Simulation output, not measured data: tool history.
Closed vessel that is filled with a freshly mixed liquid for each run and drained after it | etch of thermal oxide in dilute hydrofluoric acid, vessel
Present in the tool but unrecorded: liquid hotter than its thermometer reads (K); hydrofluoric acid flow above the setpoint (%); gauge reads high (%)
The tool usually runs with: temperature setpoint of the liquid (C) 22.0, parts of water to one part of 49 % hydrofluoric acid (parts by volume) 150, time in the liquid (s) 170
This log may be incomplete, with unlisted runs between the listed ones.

run,hour,temperature setpoint of the liquid (C),parts of water to one part of 49 % hydrofluoric acid (parts by volume),time in the liquid (s),wafers since the last listed run,hours since the thermometer was replaced,hours since the hydrofluoric acid flow meter was replaced,hours since the gauge calibration,"read-back film thickness of the thermal oxide reference wafer, read on the same gauge (nm)",thickness taken off the thermal oxide on a monitor wafer (nm)
1,0.0,24.5,150,170,0,281.2,968.1,361.4,40.017,5.499
2,11.7,22.0,150,170,778,292.9,979.8,373.1,39.955,4.903
3,20.5,22.0,150,170,585,301.7,988.6,381.9,40.001,4.964
4,34.7,22.0,150,170,945,315.9,1002.8,396.1,40.006,4.915
5,44.1,22.0,150,170,625,325.3,1012.2,405.5,40.029,5.006
6,60.9,22.0,150,170,1118,342.1,1029.0,422.3,40.035,4.898
7,71.7,22.0,150,170,718,352.9,1039.8,433.1,40.015,4.927
8,86.0,18.5,150,170,951,367.2,1054.1,447.4,40.023,4.309
9,97.3,20.5,95,170,752,378.5,1065.4,458.7,39.965,7.812
10,110.3,20.5,95,170,865,391.5,1078.4,471.7,39.992,7.775
11,124.8,22.0,150,245,965,406.0,1092.9,486.2,39.951,7.195
12,135.1,22.0,150,245,685,416.3,1103.2,496.5,39.978,7.169
13,171.3,22.0,150,245,2409,452.5,1139.4,532.7,40.019,7.115
# hour 173.8: gauge calibrated
14,177.5,22.0,150,170,412,458.7,1145.6,3.7,39.989,4.945
15,184.6,22.0,150,170,472,465.8,1152.7,10.8,39.994,4.948
16,199.3,22.0,150,170,978,480.5,1167.4,25.5,40.017,4.957
# hour 200.8: thermometer replaced
17,211.9,22.0,150,205,772,11.1,1180.0,38.1,39.961,6.021
18,227.3,26.5,80,140,1025,26.5,1195.4,53.5,39.984,9.916
19,239.6,22.0,150,170,818,38.8,1207.7,65.8,39.973,5.036
# hour 249.1: hydrofluoric acid flow meter replaced
20,255.4,22.0,150,170,985,54.6,6.3,81.6,39.980,5.250
21,271.9,24.0,85,130,1098,71.1,22.8,98.1,40.020,8.226
22,283.0,25.0,150,235,738,82.2,33.9,109.2,40.009,8.226
23,296.4,17.5,110,170,891,95.6,47.3,122.6,40.017,6.298
24,311.7,18.5,125,240,1018,110.9,62.6,137.9,39.993,7.925
25,323.7,22.0,150,170,798,122.9,74.6,149.9,40.008,5.287
26,336.6,22.0,150,255,858,135.8,87.5,162.8,40.008,7.913
# hour 345.0: hydrofluoric acid flow meter replaced, repeated, since the last time left the tool worse
27,353.5,22.0,150,170,1058,152.7,8.5,179.7,39.975,4.592
28,369.9,18.5,210,85,1091,169.1,24.9,196.1,39.953,1.330
29,380.9,22.0,85,130,732,180.1,35.9,207.1,39.959,6.727
30,391.9,19.5,150,135,732,191.1,46.9,218.1,39.968,3.302
31,409.2,22.0,150,245,1151,208.4,64.2,235.4,40.016,6.623
32,423.7,19.0,100,120,965,222.9,78.7,249.9,39.994,4.570
33,431.5,22.0,150,170,519,230.7,86.5,257.7,39.990,4.564
34,441.0,22.0,150,170,632,240.2,96.0,267.2,40.017,4.585

For each entry between runs, how does the tool's hidden state at the last listed run before it compare with that at the first listed run after it?
Runs 13 to 14: gauge calibrated (hour 173.8)
  hydrofluoric acid flow above the setpoint (%): 9.41 -> 9.45
  measured result minus the result with no hidden state, thickness taken off the thermal oxide on a monitor wafer (nm): +0.704 -> +0.491
Runs 16 to 17: thermometer replaced (hour 200.8)
  hydrofluoric acid flow above the setpoint (%): 9.6 -> 9.69
  measured result minus the result with no hidden state, thickness taken off the thermal oxide on a monitor wafer (nm): +0.499 -> +0.611
Runs 19 to 20: hydrofluoric acid flow meter replaced (hour 249.1)
  hydrofluoric acid flow above the setpoint (%): 9.88 -> 15
  measured result minus the result with no hidden state, thickness taken off the thermal oxide on a monitor wafer (nm): +0.521 -> +0.782
Runs 26 to 27: hydrofluoric acid flow meter replaced, repeated, since the last time left the tool worse (hour 345.0)
  hydrofluoric acid flow above the setpoint (%): 15.6 -> 1.58
  measured result minus the result with no hidden state, thickness taken off the thermal oxide on a monitor wafer (nm): +1.217 -> +0.083
